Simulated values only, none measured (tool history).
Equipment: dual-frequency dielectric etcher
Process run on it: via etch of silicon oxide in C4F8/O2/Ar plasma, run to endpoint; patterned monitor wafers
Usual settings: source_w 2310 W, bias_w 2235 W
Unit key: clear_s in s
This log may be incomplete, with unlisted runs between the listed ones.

run   hour  source_w  bias_w  wafers since the last listed run  hours since the last wet clean  hours since the last source power generator calibration  hours since the last bias power generator calibration  hours since the last upper electrode change  incoming incoming film thickness, nm  clear_s
  1      0      2310    2470                                 0                           200.4                                                   4132.6                                                 3721.8                                       3930.5                                1859.1    323.7
  2  100.9      2310    2470                               553                           301.3                                                   4233.5                                                 3822.7                                       4031.4                                  1852    307.2
  3  125.5      2310    2235                               135                           325.9                                                   4258.1                                                 3847.3                                         4056                                1863.2    331.8
     197.4  -- wet clean of the chamber
  4  211.3      2110    2235                               339                            13.9                                                   4343.9                                                 3933.1                                       4141.8                                  1846    346.9
  5  231.2      2110    2235                               109                            33.8                                                   4363.8                                                   3953                                       4161.7                                1850.6    349.3
     257.1  -- source power generator calibrated
     302.5  -- upper electrode replaced
  6  328.8      2110    2235                               381                           131.4                                                     71.7                                                 4050.6                                         26.3                                1834.2    346.3
     342.7  -- bias power generator calibrated
  7  348.8      2310    2235                                87                           151.4                                                     91.7                                                    6.1                                         46.3                                1863.4    333.7
  8  363.5      2310    2235                                80                           166.1                                                    106.4                                                   20.8                                           61                                1839.9    330.5
  9  378.6      2310    2347                                82                           181.2                                                    121.5                                                   35.9                                         76.1                                1855.4    326.8
 10  408.2      2310    2235                               162                           210.8                                                    151.1                                                   65.5                                        105.7                                1881.3      337
 11  431.6      2310    2235                               128                           234.2                                                    174.5                                                   88.9                                        129.1                                1856.9    331.7
 12  446.8      2670    2235                                83                           249.4                                                    189.7                                                  104.1                                        144.3                                1856.9    319.9
 13  481.8      2730    1790                               192                           284.4                                                    224.7                                                  139.1                                        179.3                                1844.9    343.1
 14  502.7      2070    2407                               114                           305.3                                                    245.6                                                    160                                        200.2                                1854.2    330.1
     559.8  -- wet clean of the chamber
 15  560.3      2310    2235                               184                             0.5                                                    303.2                                                  217.6                                        257.8                                1839.3    336.9
 16  560.7      2310    2036                                 2                             0.9                                                    303.6                                                    218                                        258.2                                1860.8    359.6
 17  569.7      2600    2235                                49                             9.9                                                    312.6                                                    227                                        267.2                                1855.8    333.4
 18  601.3      2550    1939                               173                            41.5                                                    344.2                                                  258.6                                        298.8                                1847.6      356
 19  632.8      2310    2235                               172                              73                                                    375.7                                                  290.1                                        330.3                                1859.5    342.1
 20  657.1      2860    2490                               133                            97.3                                                      400                                                  314.4                                        354.6                                1838.3    294.5
 21  692.5      2310    2235                               194                           132.7                                                    435.4                                                  349.8                                          390                                1853.5    336.8
 22  716.7      2310    2235                               132                           156.9                                                    459.6                                                    374                                        414.2                                1840.9    335.1
 23  739.3      2310    2235                               124                           179.5                                                    482.2                                                  396.6                                        436.8                                  1855    337.6
 24  752.5      2310    1963                                72                           192.7                                                    495.4                                                  409.8                                          450                                1848.5    349.4
 25  771.1      1960    2583                               102                           211.3                                                      514                                                  428.4                                        468.6                                1850.9    326.5
 26  785.1      2880    2053                                76                           225.3                                                      528                                                  442.4                                        482.6                                  1837      320
 27  809.9      2310    2235                               136                           250.1                                                    552.8                                                  467.2                                        507.4                                1848.6    331.2
 28  823.9      1940    2745                                76                           264.1                                                    566.8                                                  481.2                                        521.4                                1817.7    307.5
 29  838.8      2310    2235                                81                             279                                                    581.7                                                  496.1                                        536.3                                1865.6    328.8
 30  869.2      2630    1949                               166                           309.4                                                    612.1                                                  526.5                                        566.7                                1839.6    333.8
       902  -- wet clean of the chamber
 31  902.5      2650    2784                                51                             0.5                                                    645.4                                                  559.8                                          600                                1842.7    289.4
 32  922.7      2110    2235                               110                            20.7                                                    665.6                                                    580                                        620.2                                1859.6      353
 33  948.8      2310    1950                               143                            46.8                                                    691.7                                                  606.1                                        646.3                                1844.9    362.3
 34  974.2      1970    2629                               139                            72.2                                                    717.1                                                  631.5                                        671.7                                1841.9    327.1

Describe how what the log doesn't record of the tool's condition differs between the last listed run preceding each entry between runs and the first listed run following it.
Runs 3 to 4: wet clean of the chamber (hour 197.4)
  etch rate over this chamber's usual, %: 4.55 -> -0.065
  measured less the result without the state, clear_s: -15.1 -> +0.2 s
Runs 5 to 6: source power generator calibrated (hour 257.1); upper electrode replaced (hour 302.5)
  etch rate over this chamber's usual, %: 0.219 -> 1.61
  measured less the result without the state, clear_s: -0.8 -> -5.6 s
Runs 6 to 7: bias power generator calibrated (hour 342.7)
  etch rate over this chamber's usual, %: 1.61 -> 1.9
  measured less the result without the state, clear_s: -5.6 -> -6.4 s
Runs 14 to 15: wet clean of the chamber (hour 559.8)
  etch rate over this chamber's usual, %: 4.09 -> -0.262
  measured less the result without the state, clear_s: -13.5 -> +0.8 s
Runs 30 to 31: wet clean of the chamber (hour 902)
  etch rate over this chamber's usual, %: 4.15 -> 0.121
  measured less the result without the state, clear_s: -13.9 -> -0.4 s

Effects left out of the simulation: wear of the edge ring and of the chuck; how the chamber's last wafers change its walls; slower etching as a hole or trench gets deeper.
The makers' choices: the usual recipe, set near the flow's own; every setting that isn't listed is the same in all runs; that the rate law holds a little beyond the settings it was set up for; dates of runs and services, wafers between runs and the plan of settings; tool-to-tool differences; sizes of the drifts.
